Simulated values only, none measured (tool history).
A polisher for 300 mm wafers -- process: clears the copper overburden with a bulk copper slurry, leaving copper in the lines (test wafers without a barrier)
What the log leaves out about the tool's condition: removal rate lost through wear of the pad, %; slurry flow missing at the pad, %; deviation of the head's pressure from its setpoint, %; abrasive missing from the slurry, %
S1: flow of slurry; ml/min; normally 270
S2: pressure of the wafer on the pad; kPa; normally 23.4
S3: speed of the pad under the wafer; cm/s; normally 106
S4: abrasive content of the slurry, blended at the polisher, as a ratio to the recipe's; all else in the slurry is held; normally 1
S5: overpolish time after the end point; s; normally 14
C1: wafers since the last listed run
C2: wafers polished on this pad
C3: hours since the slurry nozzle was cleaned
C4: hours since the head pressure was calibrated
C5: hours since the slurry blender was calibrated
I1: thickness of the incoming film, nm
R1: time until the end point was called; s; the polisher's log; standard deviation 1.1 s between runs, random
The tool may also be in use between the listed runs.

run 1 hour=0 | S1=340 S2=23.4 S3=106 S4=1 S5=14 | C1=0 C2=609 C3=188 C4=197.6 C5=279.6 | I1=911.9 | R1=86
run 2 hour=30.2 | S1=270 S2=23.4 S3=106 S4=1 S5=14 | C1=374 C2=983 C3=218.2 C4=227.8 C5=309.8 | I1=938.7 | R1=88.5
run 3 hour=61.3 | S1=270 S2=23.4 S3=106 S4=1 S5=14 | C1=385 C2=1368 C3=249.3 C4=258.9 C5=340.9 | I1=912.5 | R1=85.4
run 4 hour=90.4 | S1=270 S2=23.4 S3=106 S4=1 S5=14 | C1=360 C2=1729 C3=278.4 C4=288 C5=370 | I1=914.7 | R1=85.6
-- hour=100 worn pad replaced by a new one
-- hour=109.6 slurry blender recalibrated
run 5 hour=122 | S1=270 S2=23.4 S3=106 S4=1 S5=14 | C1=317 C2=247 C3=310 C4=319.6 C5=12.4 | I1=919.2 | R1=86
run 6 hour=156.8 | S1=270 S2=23.4 S3=106 S4=1 S5=14 | C1=431 C2=679 C3=344.8 C4=354.4 C5=47.2 | I1=924 | R1=87.3
run 7 hour=184.9 | S1=270 S2=23.4 S3=106 S4=1 S5=14 | C1=348 C2=1027 C3=372.9 C4=382.5 C5=75.3 | I1=917.7 | R1=84.8
run 8 hour=216.9 | S1=270 S2=23.4 S3=106 S4=1 S5=14 | C1=396 C2=1423 C3=404.9 C4=414.5 C5=107.3 | I1=905.9 | R1=82.6
run 9 hour=234.3 | S1=200 S2=23.4 S3=106 S4=1 S5=14 | C1=215 C2=1639 C3=422.3 C4=431.9 C5=124.7 | I1=912.7 | R1=85.3
-- hour=249.4 worn pad replaced by a new one
run 10 hour=262.4 | S1=200 S2=23.4 S3=106 S4=1 S5=14 | C1=298 C2=160 C3=450.4 C4=460 C5=152.8 | I1=930.8 | R1=87.5
run 11 hour=290.6 | S1=200 S2=23.4 S3=106 S4=1 S5=14 | C1=349 C2=510 C3=478.6 C4=488.2 C5=181 | I1=918 | R1=87.4
run 12 hour=307 | S1=270 S2=23.4 S3=132 S4=1.3 S5=14 | C1=203 C2=713 C3=495 C4=504.6 C5=197.4 | I1=934.4 | R1=65.4
run 13 hour=343.9 | S1=270 S2=23.4 S3=106 S4=1 S5=14 | C1=457 C2=1170 C3=531.9 C4=541.5 C5=234.3 | I1=904.2 | R1=82.4
run 14 hour=371.9 | S1=270 S2=17.9 S3=106 S4=1 S5=18 | C1=346 C2=1517 C3=559.9 C4=569.5 C5=262.3 | I1=922.5 | R1=107.3
-- hour=391.3 head pressure recalibrated
run 15 hour=397.6 | S1=270 S2=23.4 S3=94 S4=0.85 S5=14 | C1=293 C2=1811 C3=585.6 C4=6.3 C5=288 | I1=921.3 | R1=102.8
-- hour=410.6 worn pad replaced by a new one
run 16 hour=430.5 | S1=270 S2=23.4 S3=106 S4=0.9 S5=7 | C1=358 C2=247 C3=618.5 C4=39.2 C5=320.9 | I1=912.4 | R1=91.7
run 17 hour=458.7 | S1=270 S2=23.4 S3=106 S4=1 S5=14 | C1=349 C2=596 C3=646.7 C4=67.4 C5=349.1 | I1=928.2 | R1=88.8
run 18 hour=477.8 | S1=270 S2=23.4 S3=106 S4=1 S5=14 | C1=236 C2=833 C3=665.8 C4=86.5 C5=368.2 | I1=906.4 | R1=86.5
run 19 hour=494.3 | S1=270 S2=23.4 S3=106 S4=1 S5=14 | C1=204 C2=1037 C3=682.3 C4=103 C5=384.7 | I1=913.5 | R1=86.4
-- hour=510.7 slurry blender recalibrated
-- hour=515.3 slurry nozzle cleaned
run 20 hour=515.8 | S1=270 S2=23.4 S3=122 S4=1 S5=14 | C1=229 C2=1267 C3=0.5 C4=124.5 C5=5.1 | I1=915.3 | R1=77.7
run 21 hour=547.3 | S1=270 S2=23.4 S3=106 S4=1 S5=14 | C1=390 C2=1657 C3=32 C4=156 C5=36.6 | I1=929.7 | R1=90
-- hour=580.7 worn pad replaced by a new one
run 22 hour=581.2 | S1=270 S2=23.4 S3=106 S4=1 S5=12 | C1=370 C2=5 C3=65.9 C4=189.9 C5=70.5 | I1=926.5 | R1=88.3
run 23 hour=602.4 | S1=270 S2=23.4 S3=106 S4=1 S5=14 | C1=262 C2=268 C3=87.1 C4=211.1 C5=91.7 | I1=918.3 | R1=87.8
run 24 hour=626.5 | S1=270 S2=23.4 S3=106 S4=1 S5=14 | C1=298 C2=567 C3=111.2 C4=235.2 C5=115.8 | I1=933.3 | R1=88.1
run 25 hour=644 | S1=330 S2=23.4 S3=106 S4=1.25 S5=14 | C1=216 C2=783 C3=128.7 C4=252.7 C5=133.3 | I1=927.8 | R1=78.7
run 26 hour=667.7 | S1=270 S2=28.3 S3=84 S4=1 S5=22 | C1=293 C2=1077 C3=152.4 C4=276.4 C5=157 | I1=906.2 | R1=87.2
run 27 hour=702.6 | S1=305 S2=23.4 S3=106 S4=1.2 S5=14 | C1=432 C2=1510 C3=187.3 C4=311.3 C5=191.9 | I1=924.6 | R1=80.3
run 28 hour=720.1 | S1=270 S2=16.5 S3=94 S4=0.9 S5=8 | C1=216 C2=1727 C3=204.8 C4=328.8 C5=209.4 | I1=925.3 | R1=139.7
-- hour=748.8 worn pad replaced by a new one
run 29 hour=750.1 | S1=270 S2=23.4 S3=106 S4=0.85 S5=8 | C1=322 C2=15 C3=234.8 C4=358.8 C5=239.4 | I1=917.6 | R1=92.6

Across each entry between runs, compare the hidden state at the last listed run before it with the hidden state at the first listed run after it:
From run 4 to run 5: worn pad replaced by a new one (hour 100); slurry blender recalibrated (hour 109.6)
  deviation of the head's pressure from its setpoint, %: 3.88 -> 4.23
  what was measured, less what the result would be without the hidden state, R1: -3.2 -> -3.5 s
From run 9 to run 10: worn pad replaced by a new one (hour 249.4)
  deviation of the head's pressure from its setpoint, %: 5.47 -> 5.79
  what was measured, less what the result would be without the hidden state, R1: -4.4 -> -4.8 s
From run 14 to run 15: head pressure recalibrated (hour 391.3)
  deviation of the head's pressure from its setpoint, %: 7 -> 0.27
  what was measured, less what the result would be without the hidden state, R1: -7.1 -> -0.2 s
From run 15 to run 16: worn pad replaced by a new one (hour 410.6)
  deviation of the head's pressure from its setpoint, %: 0.27 -> 0.634
  what was measured, less what the result would be without the hidden state, R1: -0.2 -> -0.5 s
From run 19 to run 20: slurry blender recalibrated (hour 510.7); slurry nozzle cleaned (hour 515.3)
  deviation of the head's pressure from its setpoint, %: 1.34 -> 1.58
  what was measured, less what the result would be without the hidden state, R1: -1.1 -> -1.1 s
From run 21 to run 22: worn pad replaced by a new one (hour 580.7)
  deviation of the head's pressure from its setpoint, %: 1.93 -> 2.3
  what was measured, less what the result would be without the hidden state, R1: -1.7 -> -1.9 s
From run 28 to run 29: worn pad replaced by a new one (hour 748.8)
  deviation of the head's pressure from its setpoint, %: 3.84 -> 4.18
  what was measured, less what the result would be without the hidden state, R1: -5.1 -> -3.7 s

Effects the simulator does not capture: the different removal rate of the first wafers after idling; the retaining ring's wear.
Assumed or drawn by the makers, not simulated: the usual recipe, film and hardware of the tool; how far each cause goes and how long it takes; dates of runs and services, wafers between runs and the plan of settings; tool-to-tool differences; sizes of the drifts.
